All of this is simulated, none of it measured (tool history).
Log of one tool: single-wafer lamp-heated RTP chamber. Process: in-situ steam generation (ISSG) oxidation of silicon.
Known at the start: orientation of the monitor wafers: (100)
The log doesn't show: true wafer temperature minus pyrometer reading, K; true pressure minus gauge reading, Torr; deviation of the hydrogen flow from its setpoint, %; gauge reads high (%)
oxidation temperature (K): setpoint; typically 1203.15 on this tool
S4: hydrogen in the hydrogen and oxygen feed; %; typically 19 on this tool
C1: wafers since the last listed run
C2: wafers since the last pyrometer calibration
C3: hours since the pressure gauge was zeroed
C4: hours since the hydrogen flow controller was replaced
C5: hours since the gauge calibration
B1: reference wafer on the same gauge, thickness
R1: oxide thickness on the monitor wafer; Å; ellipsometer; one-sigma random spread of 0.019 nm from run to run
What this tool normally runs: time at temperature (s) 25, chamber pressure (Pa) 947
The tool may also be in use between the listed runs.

{"run": 1, "hour": 0.0, "oxidation temperature (K)": 1203.15, "time at temperature (s)": 25, "chamber pressure (Pa)": 947, "S4": 19, "C1": 0, "C2": 2285, "C3": 1058.5, "C4": 5440.9, "C5": 3439.9, "B1": 4.746, "R1": 40.72}
{"hour": 25.9, "done": "gauge calibrated"}
{"run": 2, "hour": 101.0, "oxidation temperature (K)": 1203.15, "time at temperature (s)": 21, "chamber pressure (Pa)": 947, "S4": 19, "C1": 758, "C2": 3044, "C3": 1159.5, "C4": 5541.9, "C5": 75.1, "B1": 4.743, "R1": 37.65}
{"run": 3, "hour": 197.2, "oxidation temperature (K)": 1203.15, "time at temperature (s)": 21, "chamber pressure (Pa)": 947, "S4": 19, "C1": 722, "C2": 3766, "C3": 1255.7, "C4": 5638.1, "C5": 171.3, "B1": 4.731, "R1": 38.2}
{"run": 4, "hour": 265.6, "oxidation temperature (K)": 1203.15, "time at temperature (s)": 25, "chamber pressure (Pa)": 1040, "S4": 19, "C1": 513, "C2": 4280, "C3": 1324.1, "C4": 5706.5, "C5": 239.7, "B1": 4.748, "R1": 41.0}
{"run": 5, "hour": 369.4, "oxidation temperature (K)": 1203.15, "time at temperature (s)": 25, "chamber pressure (Pa)": 947, "S4": 19, "C1": 779, "C2": 5059, "C3": 1427.9, "C4": 5810.3, "C5": 343.5, "B1": 4.739, "R1": 41.4}
{"run": 6, "hour": 457.1, "oxidation temperature (K)": 1203.15, "time at temperature (s)": 25, "chamber pressure (Pa)": 947, "S4": 19, "C1": 658, "C2": 5718, "C3": 1515.6, "C4": 5898.0, "C5": 431.2, "B1": 4.736, "R1": 41.17}
{"run": 7, "hour": 680.7, "oxidation temperature (K)": 1203.15, "time at temperature (s)": 25, "chamber pressure (Pa)": 947, "S4": 14, "C1": 1679, "C2": 7397, "C3": 1739.2, "C4": 6121.6, "C5": 654.8, "B1": 4.74, "R1": 38.54}
{"hour": 701.3, "done": "pressure gauge zeroed"}
{"hour": 725.1, "done": "pyrometer window cleaned and pyrometer calibrated"}
{"run": 8, "hour": 787.6, "oxidation temperature (K)": 1203.15, "time at temperature (s)": 25, "chamber pressure (Pa)": 947, "S4": 14, "C1": 682, "C2": 469, "C3": 86.3, "C4": 6228.5, "C5": 761.7, "B1": 4.745, "R1": 38.36}
{"run": 9, "hour": 871.3, "oxidation temperature (K)": 1209.15, "time at temperature (s)": 20, "chamber pressure (Pa)": 920, "S4": 14, "C1": 628, "C2": 1098, "C3": 170.0, "C4": 6312.2, "C5": 845.4, "B1": 4.74, "R1": 35.21}
{"run": 10, "hour": 1133.8, "oxidation temperature (K)": 1197.15, "time at temperature (s)": 25, "chamber pressure (Pa)": 947, "S4": 19, "C1": 1971, "C2": 3069, "C3": 432.5, "C4": 6574.7, "C5": 1107.9, "B1": 4.733, "R1": 40.06}
{"run": 11, "hour": 1225.4, "oxidation temperature (K)": 1183.15, "time at temperature (s)": 18, "chamber pressure (Pa)": 920, "S4": 11, "C1": 687, "C2": 3757, "C3": 524.1, "C4": 6666.3, "C5": 1199.5, "B1": 4.749, "R1": 30.07}
{"run": 12, "hour": 1320.4, "oxidation temperature (K)": 1203.15, "time at temperature (s)": 25, "chamber pressure (Pa)": 947, "S4": 27, "C1": 713, "C2": 4470, "C3": 619.1, "C4": 6761.3, "C5": 1294.5, "B1": 4.749, "R1": 44.67}
{"run": 13, "hour": 1380.0, "oxidation temperature (K)": 1203.15, "time at temperature (s)": 25, "chamber pressure (Pa)": 947, "S4": 19, "C1": 447, "C2": 4918, "C3": 678.7, "C4": 6820.9, "C5": 1354.1, "B1": 4.741, "R1": 40.97}
{"run": 14, "hour": 1435.5, "oxidation temperature (K)": 1190.15, "time at temperature (s)": 31, "chamber pressure (Pa)": 1013, "S4": 11, "C1": 416, "C2": 5335, "C3": 734.2, "C4": 6876.4, "C5": 1409.6, "B1": 4.743, "R1": 38.75}
{"run": 15, "hour": 1496.0, "oxidation temperature (K)": 1186.15, "time at temperature (s)": 25, "chamber pressure (Pa)": 920, "S4": 19, "C1": 454, "C2": 5789, "C3": 794.7, "C4": 6936.9, "C5": 1470.1, "B1": 4.732, "R1": 39.1}
{"run": 16, "hour": 1564.2, "oxidation temperature (K)": 1203.15, "time at temperature (s)": 33, "chamber pressure (Pa)": 947, "S4": 15, "C1": 512, "C2": 6301, "C3": 862.9, "C4": 7005.1, "C5": 1538.3, "B1": 4.739, "R1": 44.32}
{"run": 17, "hour": 1611.6, "oxidation temperature (K)": 1212.15, "time at temperature (s)": 22, "chamber pressure (Pa)": 947, "S4": 19, "C1": 355, "C2": 6657, "C3": 910.3, "C4": 7052.5, "C5": 1585.7, "B1": 4.749, "R1": 40.55}
{"hour": 1650.2, "done": "hydrogen flow controller replaced"}
{"run": 18, "hour": 1712.0, "oxidation temperature (K)": 1184.15, "time at temperature (s)": 31, "chamber pressure (Pa)": 920, "S4": 11, "C1": 693, "C2": 7351, "C3": 1010.7, "C4": 61.8, "C5": 1686.1, "B1": 4.735, "R1": 38.31}
{"run": 19, "hour": 1757.1, "oxidation temperature (K)": 1186.15, "time at temperature (s)": 31, "chamber pressure (Pa)": 920, "S4": 29, "C1": 338, "C2": 7690, "C3": 1055.8, "C4": 106.9, "C5": 1731.2, "B1": 4.738, "R1": 47.58}
{"run": 20, "hour": 1841.2, "oxidation temperature (K)": 1203.15, "time at temperature (s)": 25, "chamber pressure (Pa)": 947, "S4": 19, "C1": 631, "C2": 8321, "C3": 1139.9, "C4": 191.0, "C5": 1815.3, "B1": 4.736, "R1": 41.8}
{"run": 21, "hour": 1930.8, "oxidation temperature (K)": 1184.15, "time at temperature (s)": 31, "chamber pressure (Pa)": 920, "S4": 11, "C1": 672, "C2": 8994, "C3": 1229.5, "C4": 280.6, "C5": 1904.9, "B1": 4.738, "R1": 39.19}
{"hour": 1962.3, "done": "pyrometer window cleaned and pyrometer calibrated"}
{"run": 22, "hour": 2026.8, "oxidation temperature (K)": 1203.15, "time at temperature (s)": 25, "chamber pressure (Pa)": 1000, "S4": 19, "C1": 660, "C2": 484, "C3": 1325.5, "C4": 376.6, "C5": 2000.9, "B1": 4.739, "R1": 40.91}
{"run": 23, "hour": 2066.1, "oxidation temperature (K)": 1217.15, "time at temperature (s)": 18, "chamber pressure (Pa)": 947, "S4": 11, "C1": 295, "C2": 779, "C3": 1364.8, "C4": 415.9, "C5": 2040.2, "B1": 4.747, "R1": 32.83}
{"run": 24, "hour": 2137.2, "oxidation temperature (K)": 1203.15, "time at temperature (s)": 25, "chamber pressure (Pa)": 947, "S4": 19, "C1": 533, "C2": 1313, "C3": 1435.9, "C4": 487.0, "C5": 2111.3, "B1": 4.744, "R1": 40.39}
{"run": 25, "hour": 2238.1, "oxidation temperature (K)": 1203.15, "time at temperature (s)": 20, "chamber pressure (Pa)": 920, "S4": 19, "C1": 757, "C2": 2071, "C3": 1536.8, "C4": 587.9, "C5": 2212.2, "B1": 4.731, "R1": 37.28}
{"run": 26, "hour": 2280.1, "oxidation temperature (K)": 1203.15, "time at temperature (s)": 25, "chamber pressure (Pa)": 1000, "S4": 19, "C1": 315, "C2": 2386, "C3": 1578.8, "C4": 629.9, "C5": 2254.2, "B1": 4.74, "R1": 41.02}
{"run": 27, "hour": 2372.8, "oxidation temperature (K)": 1192.15, "time at temperature (s)": 18, "chamber pressure (Pa)": 920, "S4": 28, "C1": 696, "C2": 3083, "C3": 1671.5, "C4": 722.6, "C5": 2346.9, "B1": 4.732, "R1": 38.19}
{"run": 28, "hour": 2456.1, "oxidation temperature (K)": 1203.15, "time at temperature (s)": 16, "chamber pressure (Pa)": 1013, "S4": 19, "C1": 625, "C2": 3708, "C3": 1754.8, "C4": 805.9, "C5": 2430.2, "B1": 4.737, "R1": 34.66}
{"run": 29, "hour": 2540.4, "oxidation temperature (K)": 1222.15, "time at temperature (s)": 25, "chamber pressure (Pa)": 947, "S4": 22, "C1": 633, "C2": 4341, "C3": 1839.1, "C4": 890.2, "C5": 2514.5, "B1": 4.741, "R1": 45.23}
{"run": 30, "hour": 2579.2, "oxidation temperature (K)": 1203.15, "time at temperature (s)": 25, "chamber pressure (Pa)": 947, "S4": 19, "C1": 291, "C2": 4633, "C3": 1877.9, "C4": 929.0, "C5": 2553.3, "B1": 4.75, "R1": 41.24}
{"run": 31, "hour": 2647.3, "oxidation temperature (K)": 1203.15, "time at temperature (s)": 33, "chamber pressure (Pa)": 947, "S4": 11, "C1": 511, "C2": 5144, "C3": 1946.0, "C4": 997.1, "C5": 2621.4, "B1": 4.745, "R1": 42.1}
{"run": 32, "hour": 2742.9, "oxidation temperature (K)": 1188.15, "time at temperature (s)": 25, "chamber pressure (Pa)": 947, "S4": 19, "C1": 717, "C2": 5862, "C3": 2041.6, "C4": 1092.7, "C5": 2717.0, "B1": 4.741, "R1": 39.83}

3 options for the next run, each taken on its own from the tool as it stands now. Forecast them:
{"run": "A", "hour": 2743.3, "oxidation temperature (K)": 1203.15, "time at temperature (s)": 25, "chamber pressure (Pa)": 947, "S4": 19, "C1": 3, "C2": 5865, "C3": 2042.0, "C4": 1093.1, "C5": 2717.4, "B1": "?", "R1": "?"}
{"run": "B", "hour": 2743.3, "oxidation temperature (K)": 1203.15, "time at temperature (s)": 28, "chamber pressure (Pa)": 947, "S4": 28, "C1": 3, "C2": 5865, "C3": 2042.0, "C4": 1093.1, "C5": 2717.4, "B1": "?", "R1": "?"}
{"run": "C", "hour": 2743.3, "oxidation temperature (K)": 1203.15, "time at temperature (s)": 25, "chamber pressure (Pa)": 947, "S4": 11, "C1": 3, "C2": 5865, "C3": 2042.0, "C4": 1093.1, "C5": 2717.4, "B1": "?", "R1": "?"}

run=A B1=4.736 R1=41.63
run=B B1=4.736 R1=47.94
run=C B1=4.736 R1=37.09
Stripped of hidden state, with their random variation kept, the same runs would have yielded:
run=A R1=40.76
run=B R1=46.89
run=C R1=36.33
